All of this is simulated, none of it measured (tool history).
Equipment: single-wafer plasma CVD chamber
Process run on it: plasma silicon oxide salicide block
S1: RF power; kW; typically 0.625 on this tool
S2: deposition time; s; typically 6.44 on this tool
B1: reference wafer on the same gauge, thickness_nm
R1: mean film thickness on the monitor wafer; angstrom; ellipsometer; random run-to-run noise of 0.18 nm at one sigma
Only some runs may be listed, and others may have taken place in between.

run    hour     S1    S2      B1      R1
  1       0  0.625  7.36  68.039  727.34
  2    44.5  0.625  7.36   67.99  731.97
  3    92.5  0.625  7.36  68.087  727.81
  4   148.4  0.625  6.44   67.97  638.09
  5   210.6  0.625  5.86  67.933  576.87
  6   266.6  0.625  6.76  68.027  666.71
  7     297  0.625  6.76  68.068  662.89
  8   358.4  0.625  7.34  67.927   724.3
        458  -- RF generator calibrated
  9   469.4  0.625  7.34  68.009  738.27
 10   497.1  0.625  6.44  67.949  653.28
 11   554.4  0.585  6.82  67.971  671.04
 12   613.7  0.585  6.82  67.899  666.34
 13   792.5  0.585  6.82  67.999  665.76
 14   867.3   0.54  6.44  67.998  604.61
 15   915.2   0.54  6.44  67.956  603.23
 16   975.1   0.54  6.44  67.972  602.65
 17  1013.4  0.625  5.95  68.011   595.2
 18  1046.9  0.625  5.95  68.073  592.42
 19  1100.4  0.625  5.95  67.983   593.6
 20  1141.7   0.73  7.07  67.913  753.33
     1178.6  -- gauge calibrated
 21  1180.5  0.625  6.44   67.99  639.66
       1190  -- showerhead replaced
 22  1228.9  0.525  5.18  68.036  477.22
 23  1269.2  0.735  5.65  68.012   600.5
 24  1330.4  0.625  6.44  68.016  637.24
 25  1377.8  0.625  6.44  67.969  638.91
 26  1430.6  0.715  7.56  68.001  793.12
 27  1592.8   0.72  7.66  67.935  803.96
 28  1632.4  0.625  6.44  68.048  631.78
 29  1791.2  0.525  5.51  68.042  498.06
 30  1819.2  0.675  7.27  68.025  739.16
       1869  -- RF generator calibrated
 31  1869.8  0.625  7.44  68.038  753.92

The next listed run, before its measurement:
 32  1894.8  0.58  6.44   ?   ?

{"run 32": {"B1": 67.945, "R1": 630.07}}
Were there no unlogged condition in the tool, this run, its random variation unchanged, would have produced R1 630.52 angstrom.
